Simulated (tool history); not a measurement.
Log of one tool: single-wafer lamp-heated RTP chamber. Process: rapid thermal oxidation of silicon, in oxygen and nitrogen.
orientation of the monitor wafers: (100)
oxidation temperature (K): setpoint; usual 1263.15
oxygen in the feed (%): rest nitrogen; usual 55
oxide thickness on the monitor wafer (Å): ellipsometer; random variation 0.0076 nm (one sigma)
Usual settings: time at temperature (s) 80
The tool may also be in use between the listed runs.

| run | hour | oxidation temperature (K) | time at temperature (s) | oxygen in the feed (%) | wafers since the last listed run | wafers since the last pyrometer calibration | hours since the oxygen flow controller was replaced | hours since the gauge calibration | read-back reference wafer on the same gauge, thickness | oxide thickness on the monitor wafer (Å) |
|---|---|---|---|---|---|---|---|---|---|---|
| 1 | 0.0 | 1263.15 | 80 | 55 | 0 | 4185 | 3868.3 | 507.2 | 4.329 | 51.27 |
|  | 59.7 | gauge calibrated |
| 2 | 105.3 | 1263.15 | 80 | 55 | 1135 | 5321 | 3973.6 | 45.6 | 4.331 | 51.35 |
| 3 | 172.6 | 1263.15 | 80 | 55 | 725 | 6046 | 4040.9 | 112.9 | 4.332 | 51.64 |
|  | 186.8 | pyrometer window cleaned and pyrometer calibrated |
| 4 | 226.7 | 1249.15 | 80 | 55 | 497 | 430 | 4095.0 | 167.0 | 4.331 | 45.94 |
| 5 | 296.7 | 1263.15 | 80 | 55 | 754 | 1184 | 4165.0 | 237.0 | 4.331 | 50.94 |
| 6 | 370.6 | 1263.15 | 80 | 55 | 796 | 1981 | 4238.9 | 310.9 | 4.331 | 50.79 |
|  | 390.3 | oxygen flow controller replaced |
| 7 | 409.0 | 1263.15 | 80 | 55 | 327 | 2309 | 18.7 | 349.3 | 4.330 | 50.88 |
| 8 | 452.9 | 1263.15 | 80 | 55 | 473 | 2782 | 62.6 | 393.2 | 4.330 | 51.09 |
| 9 | 506.2 | 1263.15 | 80 | 55 | 574 | 3357 | 115.9 | 446.5 | 4.328 | 51.08 |
| 10 | 597.6 | 1243.15 | 68 | 55 | 985 | 4343 | 207.3 | 537.9 | 4.331 | 41.57 |
| 11 | 660.1 | 1293.15 | 80 | 55 | 673 | 5017 | 269.8 | 600.4 | 4.330 | 63.56 |
| 12 | 709.6 | 1277.15 | 95 | 77 | 533 | 5550 | 319.3 | 649.9 | 4.329 | 68.88 |
|  | 723.0 | pyrometer window cleaned and pyrometer calibrated |
|  | 772.8 | gauge calibrated |
| 13 | 815.8 | 1237.15 | 41 | 55 | 1058 | 1000 | 425.5 | 43.0 | 4.330 | 33.01 |
| 14 | 891.1 | 1277.15 | 95 | 77 | 811 | 1812 | 500.8 | 118.3 | 4.329 | 68.34 |
| 15 | 928.5 | 1287.15 | 107 | 42 | 403 | 2215 | 538.2 | 155.7 | 4.332 | 62.91 |
| 16 | 985.6 | 1289.15 | 80 | 74 | 615 | 2831 | 595.3 | 212.8 | 4.330 | 68.32 |

The same runs without the tool's hidden state, with the same run-to-run variation:
The hidden state here: true wafer temperature minus pyrometer reading, K; deviation of the oxygen flow from its setpoint, %; gauge reads high (%).
| run | oxide thickness on the monitor wafer (Å) |
|---|---|
| 1 | 50.65 |
| 2 | 50.58 |
| 3 | 50.77 |
| 4 | 45.89 |
| 5 | 50.78 |
| 6 | 50.52 |
| 7 | 50.56 |
| 8 | 50.70 |
| 9 | 50.62 |
| 10 | 41.11 |
| 11 | 62.71 |
| 12 | 67.83 |
| 13 | 32.88 |
| 14 | 67.83 |
| 15 | 62.39 |
| 16 | 67.64 |

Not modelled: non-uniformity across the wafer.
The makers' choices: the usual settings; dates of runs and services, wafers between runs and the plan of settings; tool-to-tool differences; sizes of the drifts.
